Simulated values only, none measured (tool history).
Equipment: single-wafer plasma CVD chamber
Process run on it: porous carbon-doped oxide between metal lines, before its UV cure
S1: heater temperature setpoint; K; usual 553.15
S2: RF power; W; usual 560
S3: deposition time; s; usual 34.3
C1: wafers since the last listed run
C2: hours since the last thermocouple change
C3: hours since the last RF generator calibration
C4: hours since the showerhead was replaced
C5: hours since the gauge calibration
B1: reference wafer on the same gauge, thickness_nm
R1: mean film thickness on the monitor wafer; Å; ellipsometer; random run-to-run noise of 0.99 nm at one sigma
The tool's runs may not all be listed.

| run | day | S1 | S2 | S3 | C1 | C2 | C3 | C4 | C5 | B1 | R1 |
|---|---|---|---|---|---|---|---|---|---|---|---|
| 1 | 0 | 553.15 | 560 | 34.3 | 0 | 1827.1 | 1689.4 | 5670.1 | 26.3 | 270.84 | 2258.88 |
| 2 | 13.404 | 553.15 | 560 | 34.3 | 9876 | 2148.8 | 2011.1 | 5991.8 | 348 | 270.736 | 2226.79 |
| 3 | 15.888 | 553.15 | 560 | 34.3 | 1829 | 2208.4 | 2070.7 | 6051.4 | 407.6 | 270.848 | 2219.03 |
| 4 | 19.404 | 553.15 | 560 | 34.3 | 2591 | 2292.8 | 2155.1 | 6135.8 | 492 | 270.974 | 2222.74 |
| 5 | 23.129 | 553.15 | 560 | 34.3 | 2744 | 2382.2 | 2244.5 | 6225.2 | 581.4 | 271.285 | 2232.37 |
| 6 | 25.85 | 553.15 | 560 | 34.3 | 2004 | 2447.5 | 2309.8 | 6290.5 | 646.7 | 270.995 | 2216.11 |
|  | 28.196 | showerhead replaced |
|  | 29.754 | thermocouple changed; heater temperature recalibrated |
| 7 | 30.183 | 553.15 | 560 | 34.3 | 2701 | 10.3 | 2413.8 | 47.7 | 750.7 | 270.994 | 2225.21 |
| 8 | 34.088 | 545.15 | 650 | 30.3 | 2876 | 104 | 2507.5 | 141.4 | 844.4 | 270.589 | 2188.36 |
| 9 | 37.508 | 539.15 | 470 | 28.7 | 2520 | 186.1 | 2589.6 | 223.5 | 926.5 | 270.736 | 1845.19 |
|  | 39.846 | gauge calibrated |
| 10 | 40.625 | 561.15 | 605 | 34.3 | 2296 | 260.9 | 2664.4 | 298.3 | 18.7 | 270.996 | 2172.36 |
|  | 42.567 | RF generator calibrated |
| 11 | 42.7 | 564.15 | 475 | 28.5 | 1283 | 310.7 | 3.2 | 348.1 | 68.5 | 270.791 | 1668.14 |
| 12 | 45.042 | 557.15 | 455 | 39 | 1725 | 366.9 | 59.4 | 404.3 | 124.7 | 271.118 | 2315.14 |
| 13 | 54.65 | 553.15 | 560 | 34.3 | 7079 | 597.5 | 290 | 634.9 | 355.3 | 270.802 | 2286.7 |
| 14 | 57.658 | 553.15 | 560 | 37.2 | 2216 | 669.7 | 362.2 | 707.1 | 427.5 | 270.979 | 2472.67 |

Run by run, hidden condition taken away, random variation retained:
What the log doesn't record here: wafer temperature above the value expected at the setpoint (K); delivered RF power above the setpoint (%); gauge reads high (%).
| run | R1 |
|---|---|
| 1 | 2312.12 |
| 2 | 2296.38 |
| 3 | 2291.9 |
| 4 | 2300.94 |
| 5 | 2316.69 |
| 6 | 2304.19 |
| 7 | 2320.95 |
| 8 | 2287.73 |
| 9 | 1937.48 |
| 10 | 2282.8 |
| 11 | 1680.46 |
| 12 | 2332.29 |
| 13 | 2304.14 |
| 14 | 2492.23 |
